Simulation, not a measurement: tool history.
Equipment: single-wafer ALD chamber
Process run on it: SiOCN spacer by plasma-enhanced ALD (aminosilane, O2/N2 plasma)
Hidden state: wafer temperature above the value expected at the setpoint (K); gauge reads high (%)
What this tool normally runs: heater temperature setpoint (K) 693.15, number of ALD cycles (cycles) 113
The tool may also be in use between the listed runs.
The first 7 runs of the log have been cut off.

run   hour  heater temperature setpoint (K)  number of ALD cycles (cycles)  wafers since the last listed run  hours since the last thermocouple change  hours since the gauge calibration  read-back reference wafer on the same gauge, thickness_nm  mean film thickness on the monitor wafer (angstrom)
  8   77.1                           693.15                            113                                42                                    1533.7                              215.6                                                      6.003                                                69.70
  9   91.6                           693.15                            113                                40                                    1548.2                              230.1                                                      6.009                                                69.99
 10  101.8                           693.15                            113                                28                                    1558.4                              240.3                                                      6.005                                                69.89
 11  116.0                           693.15                            113                                39                                    1572.6                              254.5                                                      6.004                                                69.89
 12  133.9                           693.15                            113                                49                                    1590.5                              272.4                                                      6.002                                                69.68
 13  144.0                           704.15                            113                                28                                    1600.6                              282.5                                                      5.998                                                66.91
 14  154.1                           693.15                            113                                28                                    1610.7                              292.6                                                      5.997                                                69.85
 15  162.5                           693.15                            101                                23                                    1619.1                              301.0                                                      6.003                                                62.35
 16  170.7                           693.15                            101                                22                                    1627.3                              309.2                                                      5.995                                                62.37
 17  182.0                           693.15                            113                                31                                    1638.6                              320.5                                                      5.989                                                69.55
 18  189.6                           693.15                            113                                21                                    1646.2                              328.1                                                      5.994                                                70.03
 19  204.6                           693.15                            113                                41                                    1661.2                              343.1                                                      5.990                                                69.86
 20  211.7                           693.15                            113                                19                                    1668.3                              350.2                                                      5.987                                                69.87
 21  227.4                           703.15                            113                                43                                    1684.0                              365.9                                                      5.980                                                67.33
 22  236.9                           703.15                            113                                26                                    1693.5                              375.4                                                      5.984                                                67.14
 23  247.3                           693.15                            113                                29                                    1703.9                              385.8                                                      5.989                                                69.43
 24  264.4                           706.15                             94                                47                                    1721.0                              402.9                                                      5.974                                                55.15
 25  270.6                           686.15                            127                                17                                    1727.2                              409.1                                                      5.976                                                80.48
 26  283.1                           693.15                            113                                34                                    1739.7                              421.6                                                      5.968                                                69.45
 27  290.5                           699.15                            127                                20                                    1747.1                              429.0                                                      5.973                                                76.24
 28  313.4                           702.15                            128                                63                                    1770.0                              451.9                                                      5.963                                                76.00

Run 29 comes next. What will it give?
 29  320.7                           707.15                            125                                20                                    1777.3                              459.2                                                          ?                                                    ?

Run 29 yielded read-back reference wafer on the same gauge, thickness_nm 5.967, mean film thickness on the monitor wafer (angstrom) 72.71.
Were there no unlogged condition in the tool, this run, its random variation unchanged, would have produced mean film thickness on the monitor wafer (angstrom) 73.52.
